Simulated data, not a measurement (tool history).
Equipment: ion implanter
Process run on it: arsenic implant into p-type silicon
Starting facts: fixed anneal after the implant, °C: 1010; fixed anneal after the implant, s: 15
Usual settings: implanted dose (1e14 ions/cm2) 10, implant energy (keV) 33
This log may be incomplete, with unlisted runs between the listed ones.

run,hour,implanted dose (1e14 ions/cm2),implant energy (keV),"read-back reference wafer on the same gauge, sheet resistance",sheet resistance of the implanted and annealed layer (ohm/square)
1,0,10,33,106.97,115.85
2,7.9,10,33,106.98,115.8
3,24.5,10,33,106.99,115.88
4,30.8,10,33,106.99,115.61
5,45.4,10,33,107.02,115.81
6,53.7,10,33,107,115.59
7,69,10,33,107.03,115.84
8,84,10,33,107.02,115.46
9,97.3,10,33,106.98,115.84
10,114.9,10,33,107.04,115.44
11,139.4,10,33,107.03,115.58
12,149.4,10,33,106.97,115.48
13,155.6,9.34,33,106.98,120.38
14,162.8,9.34,33,106.95,120.17
15,170.2,9.34,33,107.01,120.05
# hour 197.7: gauge calibrated
16,217.1,10,38,107.04,111.77
17,224.8,10.98,27,107,115.78
18,236.2,12.56,24,106.95,112.9
19,284.1,7.45,39.5,106.95,135.22
# hour 293.2: Faraday cup replaced and dose calibrated
20,295,10,23,107.05,134.33
21,310,10,33,107.01,122.98
# hour 349.8: extraction supply calibrated
# hour 367.1: Faraday cup replaced and dose calibrated, repeated, since the last time left the tool worse
22,367.6,11.81,25,106.98,116.47
23,373.3,10,33,107.03,118.16
24,381.4,8.09,33,106.95,136.01
25,394.7,7.99,38,106.97,133.53
26,408.5,7.99,38,106.98,133.42
27,426.4,8.17,40.5,107.06,129.84
28,434.8,10.91,33,107,111.93
29,450.6,7,33,107.04,150.78

4 options for the next run, each taken on its own from the tool as it stands now. Forecast them:
A,451,11.83,33,?,?
B,451,7.41,33,?,?
C,451,8.96,33,?,?
D,451,7.95,29,?,?

run,"read-back reference wafer on the same gauge, sheet resistance",sheet resistance of the implanted and annealed layer (ohm/square)
A,107.02,107.23
B,107.02,144.85
C,107.02,126.77
D,107.02,141.46
With no hidden state in the tool, these same runs would have given:
run,sheet resistance of the implanted and annealed layer (ohm/square)
A,107.2
B,144.8
C,126.73
D,141.41
